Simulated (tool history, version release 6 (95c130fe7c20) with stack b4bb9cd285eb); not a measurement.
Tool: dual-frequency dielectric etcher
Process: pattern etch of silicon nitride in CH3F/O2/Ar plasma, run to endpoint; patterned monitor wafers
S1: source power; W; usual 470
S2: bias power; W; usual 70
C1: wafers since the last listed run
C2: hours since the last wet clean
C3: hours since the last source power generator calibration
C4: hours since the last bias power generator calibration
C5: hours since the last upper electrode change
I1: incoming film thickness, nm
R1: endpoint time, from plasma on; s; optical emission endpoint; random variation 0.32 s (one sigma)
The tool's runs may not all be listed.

run	hour	S1	S2	C1	C2	C3	C4	C5	I1	R1
1	0	470	70	0	40.8	126.3	3441.3	3108.8	55.9	77.1
2	93.7	470	70	1298	134.5	220	3535	3202.5	55.2	76.3
3	187.1	470	70	1294	227.9	313.4	3628.4	3295.9	55.5	76.9
4	276.1	500	70	1233	316.9	402.4	3717.4	3384.9	54.5	74.1
# hour 350.4: wet clean of the chamber
5	350.9	470	70	703	0.5	477.2	3792.2	3459.7	55.1	76.1
6	420.8	470	70	968	70.4	547.1	3862.1	3529.6	54.9	75.9
7	478.5	470	70	799	128.1	604.8	3919.8	3587.3	55.3	76.6
8	561.3	470	70	1147	210.9	687.6	4002.6	3670.1	55.2	76.2
# hour 625.9: upper electrode replaced
9	626.4	470	70	569	276	752.7	4067.7	0.5	54.8	76
10	709.7	470	70	1154	359.3	836	4151	83.8	55.7	77.5
# hour 791.9: wet clean of the chamber
11	807.5	470	70	1022	15.6	933.8	4248.8	181.6	54.7	76.7
12	906.2	470	70	1367	114.3	1032.5	4347.5	280.3	55.3	76.9
13	948.7	560	70	588	156.8	1075	4390	322.8	55.2	72.1
14	1021	560	70	1001	229.1	1147.3	4462.3	395.1	54.7	71.4
15	1098.6	540	77	1075	306.7	1224.9	4539.9	472.7	54.9	69.7
16	1187.6	550	62	1233	395.7	1313.9	4628.9	561.7	55.7	78.2
# hour 1232.3: wet clean of the chamber
# hour 1279.2: bias power generator calibrated
17	1279.7	470	70	888	47.4	1406	0.5	653.8	54.7	76.1
18	1312.1	470	70	448	79.8	1438.4	32.9	686.2	55.1	77
19	1382.3	530	75	972	150	1508.6	103.1	756.4	55.1	71.6
# hour 1428.1: source power generator calibrated
20	1444.1	470	70	800	211.8	16	164.9	818.2	55.1	76.1
21	1485.7	470	70	576	253.4	57.6	206.5	859.8	54.7	75
22	1552.8	380	70	929	320.5	124.7	273.6	926.9	55.4	82.5
23	1613.5	570	85	841	381.2	185.4	334.3	987.6	55.5	64.5
# hour 1712.6: wet clean of the chamber
24	1713.1	550	62	1047	0.5	285	433.9	1087.2	55.2	76.5
25	1779.5	400	84	920	66.9	351.4	500.3	1153.6	55.8	74.2
26	1953.7	470	70	2413	241.1	525.6	674.5	1327.8	54.9	75.6
27	2011.5	410	87	800	298.9	583.4	732.3	1385.6	55.1	71.4
28	2060.9	510	75	684	348.3	632.8	781.7	1435	55.5	72.2

3 ways to go on from here, each from the tool as it stands after run 28. What would each give?
A	2061.3	470	79	5	348.7	633.2	782.1	1435.4	55.1	?
B	2061.3	360	70	5	348.7	633.2	782.1	1435.4	55.1	?
C	2061.3	390	78	5	348.7	633.2	782.1	1435.4	55.1	?

run	R1
A	72.3
B	84.4
C	77.7
Without the tool's hidden state the same runs would have given:
run	R1
A	72.1
B	84.2
C	77.5
